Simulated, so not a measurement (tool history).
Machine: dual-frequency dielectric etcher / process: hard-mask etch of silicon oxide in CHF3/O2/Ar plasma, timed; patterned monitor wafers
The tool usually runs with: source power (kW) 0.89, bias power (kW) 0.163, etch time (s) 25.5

run,hour,source power (kW),bias power (kW),etch time (s),wafers since the last listed run,hours since the last wet clean,hours since the last source power generator calibration,hours since the last bias power generator calibration,hours since the last upper electrode change,hours since the gauge calibration,"read-back reference wafer on the same gauge, depth_nm",mean etch depth across the wafer (angstrom)
1,0,0.89,0.163,25.5,0,178.7,1701.9,235.3,3140.7,1882.2,67.9,585
2,81.9,0.89,0.15,25.5,1195,260.6,1783.8,317.2,3222.6,1964.1,67.8,572
3,175.7,0.89,0.15,25.5,1369,354.4,1877.6,411,3316.4,2057.9,67.9,562
4,219.6,0.89,0.15,25.5,640,398.3,1921.5,454.9,3360.3,2101.8,67.8,559
5,280.8,0.76,0.129,25.5,893,459.5,1982.7,516.1,3421.5,2163,67.8,524
6,320.9,0.89,0.163,32.5,585,499.6,2022.8,556.2,3461.6,2203.1,67.7,725
7,410.5,0.89,0.163,25.5,1308,589.2,2112.4,645.8,3551.2,2292.7,67.9,567
# hour 486.9: upper electrode replaced
8,501,0.89,0.163,25.5,970,679.7,2202.9,736.3,14.1,2383.2,67.9,556
# hour 524.5: gauge calibrated
9,537.1,0.89,0.163,25.5,527,715.8,2239,772.4,50.2,12.6,67.8,557
# hour 571.1: wet clean of the chamber
10,583.6,0.89,0.185,20,328,12.5,2285.5,818.9,96.7,59.1,67.7,474
11,846.6,0.89,0.163,25.5,3839,275.5,2548.5,1081.9,359.7,322.1,67.8,576
12,884.1,0.96,0.163,31.5,547,313,2586,1119.4,397.2,359.6,67.8,731
13,971.3,0.89,0.195,32.5,1273,400.2,2673.2,1206.6,484.4,446.8,67.7,756
14,1052.2,1.01,0.192,29,1181,481.1,2754.1,1287.5,565.3,527.7,67.9,687
15,1138.1,0.79,0.163,33,1254,567,2840,1373.4,651.2,613.6,68,715
16,1204.7,0.99,0.129,28,972,633.6,2906.6,1440,717.8,680.2,68,600
# hour 1291.3: source power generator calibrated
17,1298.4,0.89,0.163,25.5,1309,727.3,7.1,1533.7,811.5,773.9,67.8,551
# hour 1338.1: wet clean of the chamber
18,1386.5,0.89,0.163,25.5,935,48.4,95.2,1621.8,899.6,862,67.6,584
19,1463.7,0.8,0.163,19,1127,125.6,172.4,1699,976.8,939.2,67.8,425
20,1617.2,0.89,0.163,25.5,2240,279.1,325.9,1852.5,1130.3,1092.7,67.9,570
21,1659.2,0.89,0.178,25.5,613,321.1,367.9,1894.5,1172.3,1134.7,67.8,583
22,1698.1,0.72,0.163,23,567,360,406.8,1933.4,1211.2,1173.6,67.9,491
23,1741.4,0.78,0.142,25.5,632,403.3,450.1,1976.7,1254.5,1216.9,67.8,537
24,1828.9,0.89,0.185,25.5,1277,490.8,537.6,2064.2,1342,1304.4,67.8,584
25,1903.6,0.89,0.144,19,1090,565.5,612.3,2138.9,1416.7,1379.1,67.8,403
26,1989.2,0.89,0.163,25.5,1249,651.1,697.9,2224.5,1502.3,1464.7,67.8,555
# hour 2078.6: wet clean of the chamber
27,2081,0.83,0.151,25.5,989,2.4,789.7,2316.3,1594.1,1556.5,67.8,571
28,2118.8,0.82,0.193,25.5,551,40.2,827.5,2354.1,1631.9,1594.3,67.8,594
29,2163.3,0.89,0.163,30,649,84.7,872,2398.6,1676.4,1638.8,67.8,689

Hidden state or all else? Some run-to-run changes of mean etch depth across the wafer (angstrom), split into what the settings, what came in and random variation would give without the hidden state, and what is left for the hidden state (with any gauge scatter that isn't in both results):
Hidden conditions of the tool in this case: etch rate over this chamber's usual, %; source power that arrives over what is set, %; bias power that arrives over what is set, %; gauge reads high (%).
Run 5 -> 6: source power (kW) 0.76 -> 0.89, bias power (kW) 0.129 -> 0.163, etch time (s) 25.5 -> 32.5. mean etch depth across the wafer (angstrom) +201: hidden state -9, all else +210.
Run 9 -> 10: bias power (kW) 0.163 -> 0.185, etch time (s) 25.5 -> 20, wet clean of the chamber. mean etch depth across the wafer (angstrom) -83: hidden state +30, all else -113.
Run 24 -> 25: bias power (kW) 0.185 -> 0.144, etch time (s) 25.5 -> 19. mean etch depth across the wafer (angstrom) -181: hidden state +5, all else -186.
Run 26 -> 27: source power (kW) 0.89 -> 0.83, bias power (kW) 0.163 -> 0.151, wet clean of the chamber. mean etch depth across the wafer (angstrom) +16: hidden state +34, all else -18.
